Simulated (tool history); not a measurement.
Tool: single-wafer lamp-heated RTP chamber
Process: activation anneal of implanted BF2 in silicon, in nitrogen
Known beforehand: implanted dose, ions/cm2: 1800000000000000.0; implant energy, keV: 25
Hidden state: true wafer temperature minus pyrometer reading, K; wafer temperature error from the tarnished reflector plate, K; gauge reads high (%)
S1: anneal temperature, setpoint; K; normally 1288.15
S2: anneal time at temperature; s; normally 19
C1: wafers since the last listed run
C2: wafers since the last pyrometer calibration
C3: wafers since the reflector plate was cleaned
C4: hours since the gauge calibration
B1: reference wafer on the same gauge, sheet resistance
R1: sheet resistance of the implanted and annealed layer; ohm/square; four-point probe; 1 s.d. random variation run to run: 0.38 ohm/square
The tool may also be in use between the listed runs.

run	hour	S1	S2	C1	C2	C3	C4	B1	R1
1	0	1281.15	19	0	1205	5591	241.6	126.95	148.81
2	15.2	1274.15	19	234	1439	5825	256.8	126.99	157.66
3	47.4	1274.15	19	497	1936	6323	289	127	155.86
4	61.3	1274.15	19	214	2151	6537	302.9	126.96	156.08
# hour 82.4: pyrometer window cleaned and pyrometer calibrated
5	86.2	1288.15	19	260	59	6798	327.8	127.01	143.34
6	116.1	1288.15	19	461	520	7260	357.7	127.01	143.88
7	138.2	1288.15	19	341	862	7601	379.8	126.98	143.21
8	167.5	1288.15	19	452	1314	8054	409.1	127.03	141.85
9	182.7	1288.15	19	234	1549	8288	424.3	126.97	140.83
# hour 188.8: gauge calibrated
# hour 240.4: pyrometer window cleaned and pyrometer calibrated
10	265.2	1288.15	19	1150	383	9439	76.4	127.03	142.7
11	300.6	1268.15	19	546	929	9985	111.8	126.98	165.69
# hour 333.2: reflector plate cleaned
12	333.7	1288.15	19	387	1317	7	144.9	126.97	142.52
13	345.9	1272.15	30	188	1505	195	157.1	127.02	148
14	372.4	1307.15	19	409	1914	605	183.6	126.98	122.78
# hour 410.8: pyrometer window cleaned and pyrometer calibrated
15	411.3	1275.15	24	477	7	1082	222.5	127.02	152.33
16	457.8	1288.15	12	718	725	1800	269	126.97	152.9
17	478.3	1259.15	28	316	1041	2116	289.5	126.94	168.33
18	504.4	1288.15	19	403	1444	2519	315.6	127	141.56
19	518.3	1288.15	19	214	1659	2734	329.5	127.01	141.33
# hour 521.8: gauge calibrated
20	551.1	1276.15	19	506	2166	3241	29.3	126.99	152.76

Difference, measured minus no-hidden-state, one row per run. Run-to-run variation is common to both terms; the gauge's own scatter need not be:
run	R1
1	-1.36
2	-1.98
3	-3.31
4	-4.02
5	-0.3
6	-0.49
7	-0.83
8	-1.5
9	-1.95
10	-0.44
11	-1.15
12	-1.79
13	-2.54
14	-2.58
15	-0.2
16	-0.54
17	-1.25
18	-1.62
19	-2.09
20	-3.88

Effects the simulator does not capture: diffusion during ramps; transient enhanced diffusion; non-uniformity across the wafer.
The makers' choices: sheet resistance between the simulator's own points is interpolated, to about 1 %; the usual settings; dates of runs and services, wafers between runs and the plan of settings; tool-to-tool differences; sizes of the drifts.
